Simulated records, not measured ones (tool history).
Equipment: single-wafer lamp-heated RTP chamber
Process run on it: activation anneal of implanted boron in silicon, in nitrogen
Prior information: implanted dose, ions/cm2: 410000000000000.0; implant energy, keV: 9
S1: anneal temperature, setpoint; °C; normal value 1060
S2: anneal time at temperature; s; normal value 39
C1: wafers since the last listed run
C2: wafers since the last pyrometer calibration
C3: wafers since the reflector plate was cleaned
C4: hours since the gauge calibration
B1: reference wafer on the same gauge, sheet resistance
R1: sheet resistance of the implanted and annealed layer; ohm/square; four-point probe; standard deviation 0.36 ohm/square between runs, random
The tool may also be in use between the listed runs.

| run | hour | S1 | S2 | C1 | C2 | C3 | C4 | B1 | R1 |
|---|---|---|---|---|---|---|---|---|---|
| 1 | 0.0 | 1060 | 39 | 0 | 1464 | 2830 | 18.1 | 214.02 | 238.67 |
| 2 | 89.9 | 1060 | 39 | 1263 | 2727 | 4094 | 108.0 | 214.09 | 238.19 |
| 3 | 139.2 | 1060 | 39 | 692 | 3420 | 4787 | 157.3 | 214.02 | 239.17 |
| 4 | 229.2 | 1060 | 39 | 1265 | 4685 | 6052 | 247.3 | 214.00 | 237.97 |
|  | 258.4 | pyrometer window cleaned and pyrometer calibrated |
|  | 305.9 | reflector plate cleaned |
| 5 | 306.4 | 1060 | 39 | 860 | 562 | 7 | 324.5 | 214.01 | 239.09 |
| 6 | 362.4 | 1060 | 39 | 787 | 1349 | 794 | 380.5 | 214.01 | 239.01 |
| 7 | 440.8 | 1079 | 39 | 1102 | 2451 | 1896 | 458.9 | 214.04 | 235.91 |
| 8 | 495.4 | 1079 | 39 | 767 | 3219 | 2663 | 513.5 | 214.03 | 234.49 |
| 9 | 576.4 | 1079 | 39 | 1138 | 4358 | 3802 | 594.5 | 213.98 | 234.75 |
|  | 590.9 | pyrometer window cleaned and pyrometer calibrated |
| 10 | 617.7 | 1060 | 39 | 468 | 377 | 4270 | 635.8 | 214.13 | 239.33 |
| 11 | 680.1 | 1060 | 39 | 877 | 1254 | 5147 | 698.2 | 213.99 | 239.51 |
| 12 | 781.9 | 1033 | 62 | 1430 | 2685 | 6578 | 800.0 | 214.00 | 238.29 |
|  | 899.5 | reflector plate cleaned |
|  | 977.3 | pyrometer window cleaned and pyrometer calibrated |
| 13 | 1033.4 | 1060 | 39 | 3310 | 788 | 1770 | 1051.5 | 214.06 | 239.70 |
| 14 | 1262.9 | 1043 | 27 | 3226 | 4014 | 4996 | 1281.0 | 213.97 | 242.36 |
|  | 1307.0 | pyrometer window cleaned and pyrometer calibrated |
| 15 | 1350.0 | 1079 | 18 | 1111 | 604 | 6107 | 1368.1 | 214.03 | 241.92 |
| 16 | 1401.4 | 1088 | 39 | 722 | 1327 | 6830 | 1419.5 | 214.00 | 235.58 |
|  | 1451.9 | gauge calibrated |
|  | 1459.8 | reflector plate cleaned |
| 17 | 1460.3 | 1060 | 39 | 715 | 2042 | 6 | 8.4 | 214.03 | 238.81 |
| 18 | 1539.1 | 1051 | 23 | 1107 | 3150 | 1114 | 87.2 | 213.98 | 242.80 |
| 19 | 1623.4 | 1060 | 39 | 1184 | 4335 | 2299 | 171.5 | 213.92 | 238.53 |
|  | 1640.0 | pyrometer window cleaned and pyrometer calibrated |
| 20 | 1716.0 | 1033 | 62 | 1189 | 1068 | 3488 | 264.1 | 214.03 | 238.94 |
| 21 | 1810.4 | 1049 | 39 | 1326 | 2395 | 4815 | 358.5 | 213.95 | 239.94 |
| 22 | 1909.9 | 1040 | 29 | 1398 | 3794 | 6213 | 458.0 | 213.97 | 242.88 |

Below are 3 alternative next runs, each starting from the tool's condition after run 22. Predict each:
| A | 1910.3 | 1060 | 39 | 5 | 3799 | 6219 | 458.4 | ? | ? |
| B | 1910.3 | 1084 | 55 | 5 | 3799 | 6219 | 458.4 | ? | ? |
| C | 1910.3 | 1068 | 25 | 5 | 3799 | 6219 | 458.4 | ? | ? |

| run | B1 | R1 |
|---|---|---|
| A | 213.94 | 238.38 |
| B | 213.94 | 231.42 |
| C | 213.94 | 240.43 |
With no hidden state in the tool, these same runs would have given:
| run | R1 |
|---|---|
| A | 240.20 |
| B | 233.64 |
| C | 241.92 |
